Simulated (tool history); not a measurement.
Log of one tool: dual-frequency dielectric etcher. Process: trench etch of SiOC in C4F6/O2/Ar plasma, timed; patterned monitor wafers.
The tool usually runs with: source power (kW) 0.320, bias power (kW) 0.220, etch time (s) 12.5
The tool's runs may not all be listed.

run	hour	source power (kW)	bias power (kW)	etch time (s)	read-back reference wafer on the same gauge, depth_nm	mean etch depth across the wafer (nm)
1	0.0	0.320	0.196	12.5	22.30	22.11
2	29.3	0.320	0.220	12.5	22.30	22.61
3	97.3	0.320	0.220	12.5	22.30	22.59
4	142.7	0.320	0.220	12.5	22.30	22.65
5	203.0	0.320	0.220	12.5	22.29	22.46
6	257.4	0.320	0.220	10.5	22.31	19.08
7	283.4	0.320	0.220	12.5	22.31	22.53
# hour 288.7: bias power generator calibrated
8	328.4	0.320	0.220	12.5	22.29	22.56
9	387.1	0.320	0.220	12.5	22.31	22.67
# hour 417.6: gauge calibrated
# hour 421.7: wet clean of the chamber
10	429.7	0.320	0.220	12.5	22.30	22.68
11	472.5	0.360	0.242	12.5	22.31	24.29
# hour 490.3: source power generator calibrated
12	505.0	0.350	0.263	12.5	22.31	23.88
# hour 566.4: upper electrode replaced
13	566.9	0.300	0.274	15.5	22.30	28.08
14	609.5	0.320	0.220	12.5	22.29	22.30
15	713.8	0.260	0.206	12.5	22.29	20.11
16	738.1	0.390	0.275	13.5	22.30	27.34
# hour 781.0: wet clean of the chamber
17	808.0	0.340	0.220	12.5	22.29	22.89
18	837.7	0.320	0.220	12.5	22.30	22.36
19	891.1	0.300	0.220	12.5	22.30	21.64

What was the tool's hidden state at every run in the log?
etch rate over this chamber's usual, %: 0 at every run
bias power that arrives over what is set, %: 0 at every run
gauge reads high (%): 0 at every run
H1: source power that arrives over what is set, %
run	H1
1	2.26
2	2.36
3	2.59
4	2.75
5	2.97
6	3.18
7	3.28
8	3.46
9	3.7
10	3.88
11	4.06
12	-0.176
13	-0.17
14	-0.161
15	-0.122
16	-0.109
17	-0.0661
18	-0.0445
19	-0.000941
